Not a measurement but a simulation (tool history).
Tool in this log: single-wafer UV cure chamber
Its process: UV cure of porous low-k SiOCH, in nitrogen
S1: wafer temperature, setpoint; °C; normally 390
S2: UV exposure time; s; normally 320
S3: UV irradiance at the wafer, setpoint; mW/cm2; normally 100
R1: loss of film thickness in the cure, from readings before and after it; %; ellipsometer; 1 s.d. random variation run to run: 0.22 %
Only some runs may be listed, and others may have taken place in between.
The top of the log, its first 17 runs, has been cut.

| run | hour | S1 | S2 | S3 | R1 |
|---|---|---|---|---|---|
| 18 | 921.6 | 384 | 320 | 100 | 13.207 |
| 19 | 946.3 | 384 | 320 | 100 | 12.922 |
| 20 | 979.7 | 390 | 320 | 116 | 13.943 |
| 21 | 1019.3 | 374 | 420 | 119 | 15.203 |
| 22 | 1046.8 | 390 | 320 | 100 | 13.147 |
|  | 1059.7 | UV bulbs replaced |
| 23 | 1074.6 | 410 | 320 | 126 | 16.349 |
| 24 | 1118.1 | 377 | 320 | 84 | 13.525 |
| 25 | 1156.3 | 390 | 160 | 100 | 11.468 |
|  | 1247.9 | quartz window cleaned |
| 26 | 1370.6 | 402 | 320 | 139 | 15.629 |
| 27 | 1424.6 | 404 | 320 | 84 | 13.661 |
| 28 | 1454.4 | 390 | 320 | 100 | 14.519 |
| 29 | 1484.1 | 377 | 380 | 63 | 12.534 |
| 30 | 1537.3 | 390 | 410 | 100 | 15.143 |
| 31 | 1601.4 | 390 | 430 | 115 | 16.177 |
|  | 1612.8 | quartz window cleaned |
| 32 | 1646.2 | 390 | 200 | 116 | 12.310 |
| 33 | 1673.5 | 376 | 320 | 137 | 15.300 |
| 34 | 1720.1 | 390 | 320 | 100 | 13.760 |
| 35 | 1764.2 | 405 | 450 | 114 | 16.482 |
| 36 | 1805.7 | 406 | 160 | 127 | 11.723 |
| 37 | 1848.1 | 390 | 320 | 121 | 13.997 |
| 38 | 1906.0 | 390 | 320 | 100 | 13.359 |
| 39 | 1959.0 | 390 | 320 | 100 | 13.394 |
| 40 | 2012.9 | 399 | 220 | 126 | 12.783 |
|  | 2051.8 | quartz window cleaned |
| 41 | 2078.4 | 390 | 320 | 100 | 13.219 |

3 options for the next run, each taken on its own from the tool as it stands now. Forecast them:
| A | 2078.8 | 390 | 320 | 63 | ? |
| B | 2078.8 | 390 | 160 | 121 | ? |
| C | 2078.8 | 379 | 375 | 113 | ? |

| run | R1 |
|---|---|
| A | 10.736 |
| B | 10.552 |
| C | 14.030 |
Stripped of hidden state, with their random variation kept, the same runs would have yielded:
| run | R1 |
|---|---|
| A | 12.375 |
| B | 12.185 |
| C | 15.776 |
